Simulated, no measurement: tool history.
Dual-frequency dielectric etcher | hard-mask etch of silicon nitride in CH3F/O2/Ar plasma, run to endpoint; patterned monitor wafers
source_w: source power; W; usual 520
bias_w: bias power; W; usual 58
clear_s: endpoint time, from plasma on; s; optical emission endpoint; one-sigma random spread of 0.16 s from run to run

run    hour  source_w  bias_w  incoming incoming film thickness, nm  clear_s
  1       0       520      61                                 36.63     52.2
  2    66.1       520      58                                 36.81     53.7
  3   155.6       520      58                                 36.83     53.7
      300.1  -- wet clean of the chamber
  4   317.2       520      58                                 36.36     52.3
  5   343.5       520      49                                 36.66     56.5
  6   401.7       520      49                                 36.37     56.5
      452.3  -- upper electrode replaced
  7     456       570      63                                 36.87     50.2
  8   484.7       570      63                                 36.91     50.2
      535.4  -- bias power generator calibrated
  9     537       520      66                                 37.02     51.6
 10   580.6       520      66                                 36.68     51.1
 11     679       520      66                                 36.59     51.4
 12   727.6       520      58                                 36.96     54.6
 13   760.6       520      58                                 37.06     55.1
      790.3  -- wet clean of the chamber
 14   827.7       430      69                                 36.81     53.3
 15   856.2       520      48                                 36.66     57.1
 16   913.3       520      58                                 36.44     52.8
 17   944.3       520      62                                 37.14     52.6
 18   985.5       570      50                                 36.69     54.8
      991.1  -- source power generator calibrated
 19    1011       420      68                                  36.4     53.8
 20  1143.4       620      58                                 37.02     50.8
 21  1181.1       610      62                                 36.67     49.4
 22  1218.5       520      48                                 36.65     58.3
     1272.1  -- wet clean of the chamber
 23  1286.3       520      72                                  36.7     48.7
 24    1353       520      45                                    37     59.3
 25  1381.2       640      71                                 36.54     45.4
 26  1436.4       480      64                                 36.71     53.3
 27  1463.8       410      49                                 36.58     62.6

4 ways to go on from here, each from the tool as it stands after run 27. What would each give?
  A  1464.2       520      58                                 36.45        ?
  B  1464.2       570      51                                 36.45        ?
  C  1464.2       520      71                                 36.45        ?
  D  1464.2       580      52                                 36.45        ?

run  clear_s
  A     52.9
  B     53.7
  C     48.9
  D     52.9
Stripped of hidden state, with their random variation kept, the same runs would have yielded:
run  clear_s
  A       52
  B     52.7
  C       48
  D       52

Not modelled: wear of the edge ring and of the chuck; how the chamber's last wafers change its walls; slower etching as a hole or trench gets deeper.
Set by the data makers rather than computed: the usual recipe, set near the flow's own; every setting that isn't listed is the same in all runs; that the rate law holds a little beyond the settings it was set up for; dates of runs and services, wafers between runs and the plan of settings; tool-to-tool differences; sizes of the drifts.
